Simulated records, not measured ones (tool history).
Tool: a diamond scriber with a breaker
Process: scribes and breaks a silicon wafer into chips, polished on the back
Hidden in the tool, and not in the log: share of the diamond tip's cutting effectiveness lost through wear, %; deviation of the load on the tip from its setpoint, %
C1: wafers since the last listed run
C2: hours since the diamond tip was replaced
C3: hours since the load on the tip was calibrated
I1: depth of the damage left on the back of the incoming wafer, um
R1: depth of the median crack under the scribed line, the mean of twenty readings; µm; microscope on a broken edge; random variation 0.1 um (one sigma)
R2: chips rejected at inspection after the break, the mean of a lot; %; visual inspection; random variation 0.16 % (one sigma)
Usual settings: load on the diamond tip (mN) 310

Run 1, hour 0: usual settings but load on the diamond tip (mN) 247; C1 0; C2 796.2; C3 612.8; I1 0.04. Result: R1 6.01 µm, R2 7.84 %.
Run 2, hour 44.2: usual settings but load on the diamond tip (mN) 247; C1 134; C2 840.4; C3 657; I1 0.02. Result: R1 6.07 µm, R2 8.5 %.
Run 3, hour 112.4: usual settings; C1 207; C2 908.6; C3 725.2; I1 0.02. Result: R1 7.37 µm, R2 2.17 %.
Run 4, hour 170.6: usual settings; C1 177; C2 966.8; C3 783.4; I1 0.03. Result: R1 7.46 µm, R2 2.21 %.
Run 5, hour 208.7: usual settings but load on the diamond tip (mN) 380; C1 116; C2 1004.9; C3 821.5; I1 0.04. Result: R1 8.92 µm, R2 7.77 %.
Run 6, hour 257.1: usual settings but load on the diamond tip (mN) 380; C1 147; C2 1053.3; C3 869.9; I1 0.04. Result: R1 9.06 µm, R2 7.31 %.
Run 7, hour 291.7: usual settings but load on the diamond tip (mN) 380; C1 105; C2 1087.9; C3 904.5; I1 0.03. Result: R1 9.02 µm, R2 7.62 %.
At hour 303.2: load on the tip recalibrated.
At hour 317.6: diamond tip replaced by a new one.
Run 8, hour 357.6: usual settings but load on the diamond tip (mN) 360; C1 188; C2 40; C3 54.4; I1 0.04. Result: R1 8.45 µm, R2 4.53 %.
Run 9, hour 511.9: usual settings; C1 470; C2 194.3; C3 208.7; I1 0.01. Result: R1 7.33 µm, R2 1.69 %.
Run 10, hour 571.8: usual settings; C1 182; C2 254.2; C3 268.6; I1 0.03. Result: R1 7.36 µm, R2 2.1 %.
Run 11, hour 645.5: usual settings but load on the diamond tip (mN) 241; C1 224; C2 327.9; C3 342.3; I1 0.04. Result: R1 5.83 µm, R2 9.02 %.
Run 12, hour 672.9: usual settings but load on the diamond tip (mN) 338; C1 83; C2 355.3; C3 369.7; I1 0.03. Result: R1 7.88 µm, R2 3.28 %.
Run 13, hour 740.9: usual settings but load on the diamond tip (mN) 338; C1 207; C2 423.3; C3 437.7; I1 0.03. Result: R1 7.9 µm, R2 2.35 %.
Run 14, hour 774.3: usual settings but load on the diamond tip (mN) 271; C1 101; C2 456.7; C3 471.1; I1 0.03. Result: R1 6.53 µm, R2 4.16 %.
Run 15, hour 799.1: usual settings but load on the diamond tip (mN) 271; C1 75; C2 481.5; C3 495.9; I1 0.04. Result: R1 6.56 µm, R2 3.7 %.
Run 16, hour 856.3: usual settings; C1 174; C2 538.7; C3 553.1; I1 0.03. Result: R1 7.33 µm, R2 2.18 %.
Run 17, hour 890.3: usual settings but load on the diamond tip (mN) 346; C1 103; C2 572.7; C3 587.1; I1 0.04. Result: R1 8.23 µm, R2 3.37 %.
Run 18, hour 920.3: usual settings but load on the diamond tip (mN) 346; C1 91; C2 602.7; C3 617.1; I1 0.02. Result: R1 8.13 µm, R2 4 %.
Run 19, hour 949.9: usual settings but load on the diamond tip (mN) 285; C1 90; C2 632.3; C3 646.7; I1 0.04. Result: R1 6.93 µm, R2 2.44 %.
Run 20, hour 987.1: usual settings but load on the diamond tip (mN) 360; C1 113; C2 669.5; C3 683.9; I1 0.02. Result: R1 8.37 µm, R2 5.1 %.
Run 21, hour 1047: usual settings but load on the diamond tip (mN) 267; C1 182; C2 729.4; C3 743.8; I1 0.02. Result: R1 6.67 µm, R2 3.96 %.
Run 22, hour 1082.2: usual settings; C1 107; C2 764.6; C3 779; I1 0.03. Result: R1 7.7 µm, R2 2.12 %.
Run 23, hour 1132.4: usual settings but load on the diamond tip (mN) 387; C1 152; C2 814.8; C3 829.2; I1 0.02. Result: R1 9.25 µm, R2 8.57 %.
Run 24, hour 1156.6: usual settings but load on the diamond tip (mN) 336; C1 73; C2 839; C3 853.4; I1 0.04. Result: R1 8.06 µm, R2 3.22 %.
Run 25, hour 1218.6: usual settings; C1 188; C2 901; C3 915.4; I1 0.03. Result: R1 7.75 µm, R2 2.07 %.
At hour 1224.9: diamond tip replaced by a new one.
At hour 1268.6: load on the tip recalibrated.
Run 26, hour 1276.4: usual settings; C1 163; C2 51.5; C3 7.8; I1 0.05. Result: R1 6.95 µm, R2 2.41 %.
Run 27, hour 1318: usual settings but load on the diamond tip (mN) 349; C1 126; C2 93.1; C3 49.4; I1 0.02. Result: R1 7.82 µm, R2 2.97 %.
Run 28, hour 1385.6: usual settings but load on the diamond tip (mN) 239; C1 205; C2 160.7; C3 117; I1 0.05. Result: R1 5.72 µm, R2 12.47 %.
Run 29, hour 1424.8: usual settings but load on the diamond tip (mN) 401; C1 119; C2 199.9; C3 156.2; I1 0.03. Result: R1 8.81 µm, R2 7.01 %.
Run 30, hour 1490.2: usual settings but load on the diamond tip (mN) 244; C1 199; C2 265.3; C3 221.6; I1 0.04. Result: R1 5.65 µm, R2 11.47 %.
Run 31, hour 1545: usual settings; C1 166; C2 320.1; C3 276.4; I1 0.01. Result: R1 7.12 µm, R2 2.35 %.
Run 32, hour 1583.2: usual settings but load on the diamond tip (mN) 350; C1 116; C2 358.3; C3 314.6; I1 0.03. Result: R1 7.89 µm, R2 3.18 %.
Run 33, hour 1623.9: usual settings but load on the diamond tip (mN) 230; C1 123; C2 399; C3 355.3; I1 0.05. Result: R1 5.32 µm, R2 13.97 %.
Run 34, hour 1683.5: usual settings but load on the diamond tip (mN) 218; C1 181; C2 458.6; C3 414.9; I1 0.04. Result: R1 5.31 µm, R2 17.03 %.
Run 35, hour 1722.9: usual settings; C1 120; C2 498; C3 454.3; I1 0.02. Result: R1 7.09 µm, R2 1.83 %.
Run 36, hour 1791.6: usual settings but load on the diamond tip (mN) 266; C1 209; C2 566.7; C3 523; I1 0.02. Result: R1 6.42 µm, R2 5.83 %.
Run 37, hour 1828.6: usual settings but load on the diamond tip (mN) 355; C1 112; C2 603.7; C3 560; I1 0.04. Result: R1 8.24 µm, R2 3.73 %.
Run 38, hour 1869.8: usual settings; C1 125; C2 644.9; C3 601.2; I1 0.02. Result: R1 7.27 µm, R2 1.97 %.
Run 39, hour 1907.3: usual settings but load on the diamond tip (mN) 399; C1 114; C2 682.4; C3 638.7; I1 0.03. Result: R1 8.68 µm, R2 8.74 %.
Run 40, hour 1943.9: usual settings but load on the diamond tip (mN) 400; C1 111; C2 719; C3 675.3; I1 0.03. Result: R1 9.24 µm, R2 7.46 %.
Run 41, hour 1991.8: usual settings but load on the diamond tip (mN) 254; C1 145; C2 766.9; C3 723.2; I1 0.04. Result: R1 6.14 µm, R2 6.83 %.

Some steps in R1 between neighbouring runs. How much of each would the tool show without its hidden state too (settings, what came in, random variation), and how much is left for the hidden state, with any gauge scatter that isn't in both results?
Run 7 -> 8: load on the diamond tip (mN) 380 -> 360, load on the tip recalibrated, diamond tip replaced by a new one. R1 -0.57 µm: hidden state -0.21, all else -0.36.
Run 25 -> 26: diamond tip replaced by a new one, load on the tip recalibrated. R1 -0.8 µm: hidden state -0.47, all else -0.33.
Run 28 -> 29: load on the diamond tip (mN) 239 -> 401. R1 +3.09 µm: hidden state -0.11, all else +3.2.
Run 29 -> 30: load on the diamond tip (mN) 401 -> 244. R1 -3.16 µm: hidden state +0.1, all else -3.26.
Run 40 -> 41: load on the diamond tip (mN) 400 -> 254. R1 -3.1 µm: hidden state +0.04, all else -3.14.

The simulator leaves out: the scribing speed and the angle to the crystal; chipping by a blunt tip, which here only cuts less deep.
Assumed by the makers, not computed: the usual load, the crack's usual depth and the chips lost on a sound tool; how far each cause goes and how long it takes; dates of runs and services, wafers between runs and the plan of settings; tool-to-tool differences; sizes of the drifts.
